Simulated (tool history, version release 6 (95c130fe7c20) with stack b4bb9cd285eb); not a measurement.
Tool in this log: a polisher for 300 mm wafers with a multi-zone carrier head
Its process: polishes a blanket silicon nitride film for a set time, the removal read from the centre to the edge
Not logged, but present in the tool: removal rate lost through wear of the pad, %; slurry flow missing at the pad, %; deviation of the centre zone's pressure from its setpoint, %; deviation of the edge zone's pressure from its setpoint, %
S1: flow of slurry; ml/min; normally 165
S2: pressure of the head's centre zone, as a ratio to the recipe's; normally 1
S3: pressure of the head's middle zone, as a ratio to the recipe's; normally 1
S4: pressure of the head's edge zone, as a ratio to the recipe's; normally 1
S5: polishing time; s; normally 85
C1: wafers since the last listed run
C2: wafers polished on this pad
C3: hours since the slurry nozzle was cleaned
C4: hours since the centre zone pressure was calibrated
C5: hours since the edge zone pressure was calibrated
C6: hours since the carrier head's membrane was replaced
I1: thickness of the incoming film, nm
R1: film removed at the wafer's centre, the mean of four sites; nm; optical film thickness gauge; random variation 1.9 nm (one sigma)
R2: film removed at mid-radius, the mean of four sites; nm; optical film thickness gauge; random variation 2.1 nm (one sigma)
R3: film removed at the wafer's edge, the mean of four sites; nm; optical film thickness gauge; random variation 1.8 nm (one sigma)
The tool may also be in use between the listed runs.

| run | hour | S1 | S2 | S3 | S4 | S5 | C1 | C2 | C3 | C4 | C5 | C6 | I1 | R1 | R2 | R3 |
|---|---|---|---|---|---|---|---|---|---|---|---|---|---|---|---|---|
| 1 | 0 | 165 | 1.07 | 1 | 1 | 85 | 0 | 1582 | 150.1 | 173.5 | 983.2 | 1481.3 | 852.3 | 193.3 | 177.7 | 174.5 |
| 2 | 61.5 | 165 | 1.07 | 1 | 1 | 85 | 711 | 2293 | 211.6 | 235 | 1044.7 | 1542.8 | 858.4 | 187.3 | 170.3 | 167.7 |
| 3 | 89.2 | 165 | 1.07 | 1 | 1 | 85 | 320 | 2614 | 239.3 | 262.7 | 1072.4 | 1570.5 | 838.7 | 185.6 | 171.2 | 165.8 |
|  | 138.1 | worn pad replaced by a new one |
| 4 | 217.9 | 165 | 1 | 0.97 | 1 | 85 | 1442 | 923 | 368 | 391.4 | 1201.1 | 1699.2 | 849.4 | 181 | 174.4 | 175.3 |
|  | 279 | centre zone pressure recalibrated |
| 5 | 279.5 | 165 | 1 | 0.97 | 1 | 85 | 689 | 1613 | 429.6 | 0.5 | 1262.7 | 1760.8 | 850.7 | 181.1 | 175.7 | 173.2 |
| 6 | 315.8 | 165 | 1 | 0.97 | 1 | 85 | 419 | 2033 | 465.9 | 36.8 | 1299 | 1797.1 | 862.2 | 177.3 | 170.4 | 169.9 |
|  | 323.4 | slurry nozzle cleaned |
|  | 356.1 | worn pad replaced by a new one |
| 7 | 356.6 | 165 | 1 | 1 | 1 | 85 | 414 | 5 | 33.2 | 77.6 | 1339.8 | 1837.9 | 840.5 | 186.9 | 185.8 | 179.5 |
| 8 | 396.7 | 190 | 1 | 1 | 1 | 85 | 463 | 469 | 73.3 | 117.7 | 1379.9 | 1878 | 835 | 189.4 | 188 | 180 |
| 9 | 450.4 | 165 | 1 | 1 | 1 | 85 | 621 | 1091 | 127 | 171.4 | 1433.6 | 1931.7 | 836 | 182.4 | 177.6 | 176.7 |
| 10 | 474.9 | 165 | 1 | 1.07 | 1 | 98 | 283 | 1374 | 151.5 | 195.9 | 1458.1 | 1956.2 | 830 | 209 | 217.1 | 201.2 |
|  | 487.5 | carrier head's membrane replaced by a new one |
| 11 | 532.4 | 205 | 1 | 1.05 | 0.95 | 61 | 607 | 1981 | 209 | 253.4 | 1515.6 | 44.9 | 842.4 | 131.8 | 135.4 | 122.4 |
| 12 | 570.2 | 120 | 1 | 1.1 | 0.91 | 85 | 437 | 2419 | 246.8 | 291.2 | 1553.4 | 82.7 | 867.4 | 164.3 | 178.8 | 157 |
| 13 | 625 | 165 | 1 | 1 | 1 | 85 | 634 | 3053 | 301.6 | 346 | 1608.2 | 137.5 | 843.6 | 168.4 | 163.4 | 162.4 |
|  | 632.2 | worn pad replaced by a new one |
|  | 644.2 | edge zone pressure recalibrated |
| 14 | 658.2 | 115 | 1 | 1 | 1 | 85 | 314 | 277 | 334.8 | 379.2 | 14 | 170.7 | 866.6 | 179.8 | 175.5 | 173.3 |
| 15 | 690.6 | 165 | 0.96 | 0.95 | 0.97 | 70 | 374 | 652 | 367.2 | 411.6 | 46.4 | 203.1 | 839.2 | 144.9 | 145.5 | 142.6 |
|  | 744.2 | centre zone pressure recalibrated |
| 16 | 749.9 | 165 | 0.9 | 1.11 | 1 | 85 | 662 | 1315 | 426.5 | 5.7 | 105.7 | 262.4 | 847.8 | 163.3 | 198 | 174.5 |
|  | 753.6 | slurry nozzle cleaned |
| 17 | 791.2 | 165 | 1.04 | 0.94 | 1 | 85 | 466 | 1781 | 37.6 | 47 | 147 | 303.7 | 858.9 | 185.1 | 166.4 | 171.6 |
| 18 | 842.3 | 165 | 1 | 1 | 1.08 | 85 | 591 | 2372 | 88.7 | 98.1 | 198.1 | 354.8 | 853.3 | 175.8 | 170.4 | 174 |
| 19 | 902.6 | 165 | 1 | 1 | 1 | 85 | 697 | 3070 | 149 | 158.4 | 258.4 | 415.1 | 854.1 | 169.3 | 162.1 | 159.1 |
|  | 911.7 | worn pad replaced by a new one |
| 20 | 949.5 | 110 | 1 | 1 | 0.93 | 85 | 496 | 437 | 195.9 | 205.3 | 305.3 | 462 | 861.6 | 171.1 | 176.9 | 167 |
| 21 | 973.7 | 165 | 1 | 1 | 1 | 85 | 279 | 717 | 220.1 | 229.5 | 329.5 | 486.2 | 863.8 | 185.1 | 181.2 | 178.6 |

Measured result minus the same run's result without the hidden state. Both carry the same run-to-run variation, though not necessarily the same gauge scatter:
| run | R1 | R2 | R3 |
|---|---|---|---|
| 1 | -5.5 | -5.1 | -5 |
| 2 | -10.7 | -9.7 | -9.5 |
| 3 | -13.7 | -12.5 | -12.2 |
| 4 | -2.5 | -2.4 | -2.3 |
| 5 | -5.7 | -5.5 | -5.4 |
| 6 | -8.4 | -8 | -7.9 |
| 7 | -0.4 | -0.4 | -0.4 |
| 8 | -0.8 | -0.8 | -0.7 |
| 9 | -2.5 | -2.4 | -2.4 |
| 10 | -4.3 | -4.4 | -4.1 |
| 11 | -5.7 | -5.9 | -5.2 |
| 12 | -10.4 | -11.3 | -10 |
| 13 | -17.2 | -16.7 | -16.6 |
| 14 | -0.4 | -0.4 | -0.3 |
| 15 | -0.8 | -0.8 | -0.8 |
| 16 | -3.1 | -3.8 | -3.3 |
| 17 | -6.3 | -5.7 | -5.8 |
| 18 | -10.5 | -10.1 | -10.4 |
| 19 | -17.3 | -16.5 | -16.3 |
| 20 | -1.1 | -1.1 | -1.1 |
| 21 | -1.8 | -1.8 | -1.7 |

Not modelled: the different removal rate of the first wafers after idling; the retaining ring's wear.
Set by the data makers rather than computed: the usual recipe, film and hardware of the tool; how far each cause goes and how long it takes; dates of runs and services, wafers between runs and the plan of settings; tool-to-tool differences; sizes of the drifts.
